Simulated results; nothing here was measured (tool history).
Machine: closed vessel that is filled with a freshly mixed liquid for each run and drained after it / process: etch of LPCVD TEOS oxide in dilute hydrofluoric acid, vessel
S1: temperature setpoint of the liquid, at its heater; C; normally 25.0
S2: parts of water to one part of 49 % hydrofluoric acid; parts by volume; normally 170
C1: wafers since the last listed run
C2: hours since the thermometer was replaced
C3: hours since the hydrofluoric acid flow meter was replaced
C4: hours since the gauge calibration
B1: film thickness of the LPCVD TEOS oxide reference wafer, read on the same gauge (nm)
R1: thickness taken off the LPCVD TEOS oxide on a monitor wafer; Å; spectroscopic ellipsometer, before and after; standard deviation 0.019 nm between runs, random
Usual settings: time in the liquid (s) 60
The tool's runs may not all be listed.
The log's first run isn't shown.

{"run": 2, "hour": 26.3, "S1": 25.0, "S2": 170, "time in the liquid (s)": 60, "C1": 2204, "C2": 240.8, "C3": 2174.6, "C4": 869.5, "B1": 130.0, "R1": 58.8}
{"run": 3, "hour": 49.2, "S1": 25.0, "S2": 170, "time in the liquid (s)": 60, "C1": 1919, "C2": 263.7, "C3": 2197.5, "C4": 892.4, "B1": 130.05, "R1": 58.7}
{"run": 4, "hour": 69.0, "S1": 25.0, "S2": 170, "time in the liquid (s)": 60, "C1": 1659, "C2": 283.5, "C3": 2217.3, "C4": 912.2, "B1": 130.02, "R1": 58.8}
{"run": 5, "hour": 82.9, "S1": 22.5, "S2": 170, "time in the liquid (s)": 60, "C1": 1165, "C2": 297.4, "C3": 2231.2, "C4": 926.1, "B1": 130.03, "R1": 53.4}
{"run": 6, "hour": 104.4, "S1": 22.5, "S2": 170, "time in the liquid (s)": 60, "C1": 1802, "C2": 318.9, "C3": 2252.7, "C4": 947.6, "B1": 130.01, "R1": 53.5}
{"run": 7, "hour": 138.9, "S1": 25.0, "S2": 170, "time in the liquid (s)": 60, "C1": 2892, "C2": 353.4, "C3": 2287.2, "C4": 982.1, "B1": 130.03, "R1": 58.9}
{"run": 8, "hour": 153.6, "S1": 25.0, "S2": 170, "time in the liquid (s)": 60, "C1": 1232, "C2": 368.1, "C3": 2301.9, "C4": 996.8, "B1": 129.96, "R1": 58.5}
{"run": 9, "hour": 167.0, "S1": 25.0, "S2": 125, "time in the liquid (s)": 80, "C1": 1123, "C2": 381.5, "C3": 2315.3, "C4": 1010.2, "B1": 130.01, "R1": 112.3}
{"run": 10, "hour": 182.9, "S1": 25.0, "S2": 125, "time in the liquid (s)": 80, "C1": 1332, "C2": 397.4, "C3": 2331.2, "C4": 1026.1, "B1": 130.02, "R1": 112.0}
{"run": 11, "hour": 208.2, "S1": 25.0, "S2": 125, "time in the liquid (s)": 80, "C1": 2120, "C2": 422.7, "C3": 2356.5, "C4": 1051.4, "B1": 130.02, "R1": 111.9}
{"run": 12, "hour": 242.1, "S1": 25.0, "S2": 170, "time in the liquid (s)": 60, "C1": 2841, "C2": 456.6, "C3": 2390.4, "C4": 1085.3, "B1": 130.02, "R1": 59.0}
{"run": 13, "hour": 278.0, "S1": 20.0, "S2": 240, "time in the liquid (s)": 80, "C1": 3009, "C2": 492.5, "C3": 2426.3, "C4": 1121.2, "B1": 129.98, "R1": 42.8}
{"hour": 294.7, "done": "thermometer replaced"}
{"run": 14, "hour": 297.1, "S1": 29.0, "S2": 130, "time in the liquid (s)": 60, "C1": 1517, "C2": 2.4, "C3": 2445.4, "C4": 1140.3, "B1": 130.01, "R1": 94.0}
{"run": 15, "hour": 319.8, "S1": 25.0, "S2": 220, "time in the liquid (s)": 85, "C1": 1902, "C2": 25.1, "C3": 2468.1, "C4": 1163.0, "B1": 130.0, "R1": 61.2}
{"run": 16, "hour": 339.3, "S1": 28.5, "S2": 135, "time in the liquid (s)": 80, "C1": 1634, "C2": 44.6, "C3": 2487.6, "C4": 1182.5, "B1": 130.01, "R1": 118.4}
{"run": 17, "hour": 356.9, "S1": 25.0, "S2": 170, "time in the liquid (s)": 45, "C1": 1475, "C2": 62.2, "C3": 2505.2, "C4": 1200.1, "B1": 130.05, "R1": 44.3}

Expected results for the next run?
{"run": 18, "hour": 382.2, "S1": 23.0, "S2": 170, "time in the liquid (s)": 60, "C1": 2120, "C2": 87.5, "C3": 2530.5, "C4": 1225.4, "B1": "?", "R1": "?"}

B1: 129.98
R1: 54.9 Å
With no hidden state in the tool, this same run would have given R1 52.1 Å.
